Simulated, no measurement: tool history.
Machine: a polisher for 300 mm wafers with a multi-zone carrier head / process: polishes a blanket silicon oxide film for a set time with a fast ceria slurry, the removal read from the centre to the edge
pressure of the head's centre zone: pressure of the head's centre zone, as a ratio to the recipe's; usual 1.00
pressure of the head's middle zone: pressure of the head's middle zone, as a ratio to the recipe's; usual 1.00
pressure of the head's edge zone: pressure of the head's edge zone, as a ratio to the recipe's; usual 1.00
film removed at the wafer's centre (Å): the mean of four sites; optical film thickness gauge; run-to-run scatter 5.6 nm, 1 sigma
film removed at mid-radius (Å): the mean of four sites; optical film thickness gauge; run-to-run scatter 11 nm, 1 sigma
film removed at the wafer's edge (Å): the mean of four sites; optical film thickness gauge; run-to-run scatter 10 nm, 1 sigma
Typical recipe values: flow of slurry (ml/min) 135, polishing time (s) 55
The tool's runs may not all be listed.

run,hour,flow of slurry (ml/min),pressure of the head's centre zone,pressure of the head's middle zone,pressure of the head's edge zone,polishing time (s),wafers since the last listed run,wafers polished on this pad,hours since the slurry nozzle was cleaned,hours since the centre zone pressure was calibrated,hours since the edge zone pressure was calibrated,hours since the carrier head's membrane was replaced,"incoming thickness of the incoming film, nm",film removed at the wafer's centre (Å),film removed at mid-radius (Å),film removed at the wafer's edge (Å)
1,0.0,135,1.00,1.00,1.00,55,0,564,440.8,982.3,1121.3,935.3,2001.3,7503,7529,7658
2,15.3,135,0.91,1.00,1.00,55,212,777,456.1,997.6,1136.6,950.6,1944.0,6800,7576,7812
3,46.6,135,1.00,1.00,1.00,55,434,1212,487.4,1028.9,1167.9,981.9,2026.8,7494,7658,7638
# hour 66.4: worn pad replaced by a new one
4,66.9,135,1.00,1.00,1.00,55,226,6,507.7,1049.2,1188.2,1002.2,1985.1,7489,7533,7734
5,87.3,135,1.00,1.00,1.00,55,283,289,528.1,1069.6,1208.6,1022.6,1967.7,7422,7542,7728
6,115.7,135,1.00,1.00,1.00,55,394,684,556.5,1098.0,1237.0,1051.0,1970.1,7376,7731,7709
7,133.6,135,1.00,1.00,1.00,55,248,932,574.4,1115.9,1254.9,1068.9,1994.9,7484,7503,7612
8,151.0,135,1.00,1.00,1.00,55,241,1174,591.8,1133.3,1272.3,1086.3,1971.9,7440,7424,7720
9,170.5,135,1.00,1.00,1.00,55,270,1445,611.3,1152.8,1291.8,1105.8,1985.6,7455,7296,7808
# hour 177.4: worn pad replaced by a new one
# hour 178.2: carrier head's membrane replaced by a new one
10,197.4,135,1.00,0.91,1.10,55,305,265,638.2,1179.7,1318.7,19.2,1965.6,7420,6968,8211
11,214.8,165,1.09,1.06,1.00,45,241,507,655.6,1197.1,1336.1,36.6,1968.1,6926,6909,6349
12,242.3,135,0.91,1.00,1.00,46,381,889,683.1,1224.6,1363.6,64.1,1945.2,5656,6392,6351
13,269.8,105,1.00,1.00,0.90,42,381,1271,710.6,1252.1,1391.1,91.6,1970.5,5238,5488,5374
# hour 283.9: centre zone pressure recalibrated
# hour 284.0: slurry nozzle cleaned
# hour 287.9: worn pad replaced by a new one
14,292.0,135,1.00,1.00,1.00,55,225,57,8.0,8.1,1413.3,113.8,2002.4,7861,7940,8017
# hour 312.7: edge zone pressure recalibrated
15,313.2,165,1.09,1.06,1.00,45,266,324,29.2,29.3,0.5,135.0,1937.0,7279,7241,6605
16,326.2,135,1.00,1.00,1.00,43,180,504,42.2,42.3,13.5,148.0,1973.2,6071,6143,6235
17,345.6,155,1.00,0.91,1.10,55,269,773,61.6,61.7,32.9,167.4,1978.6,8102,7441,8347
18,364.8,135,1.00,1.00,1.00,55,266,1040,80.8,80.9,52.1,186.6,1967.6,7836,7745,7998
# hour 387.2: worn pad replaced by a new one
19,391.6,135,0.92,0.96,1.00,55,316,61,107.6,107.7,78.9,213.4,1989.9,7145,7411,7974

Alternative continuations, all from the tool just after run 19; predict every row:
A,392.0,135,1.10,1.00,1.00,55,5,67,108.0,108.1,79.3,213.8,1989.6,?,?,?
B,392.0,120,1.00,1.00,1.06,55,5,67,108.0,108.1,79.3,213.8,1989.6,?,?,?
C,392.0,100,1.00,1.00,1.00,55,5,67,108.0,108.1,79.3,213.8,1989.6,?,?,?
D,392.0,95,1.00,1.00,1.00,55,5,67,108.0,108.1,79.3,213.8,1989.6,?,?,?

run,film removed at the wafer's centre (Å),film removed at mid-radius (Å),film removed at the wafer's edge (Å)
A,8538,7755,7939
B,7534,7563,8026
C,7164,7240,7573
D,7055,7145,7507
Take away the tool's hidden state, keep each run's random variation, and the runs would have read:
run,film removed at the wafer's centre (Å),film removed at mid-radius (Å),film removed at the wafer's edge (Å)
A,8796,7961,8087
B,7787,7785,8188
C,7446,7487,7746
D,7345,7398,7684

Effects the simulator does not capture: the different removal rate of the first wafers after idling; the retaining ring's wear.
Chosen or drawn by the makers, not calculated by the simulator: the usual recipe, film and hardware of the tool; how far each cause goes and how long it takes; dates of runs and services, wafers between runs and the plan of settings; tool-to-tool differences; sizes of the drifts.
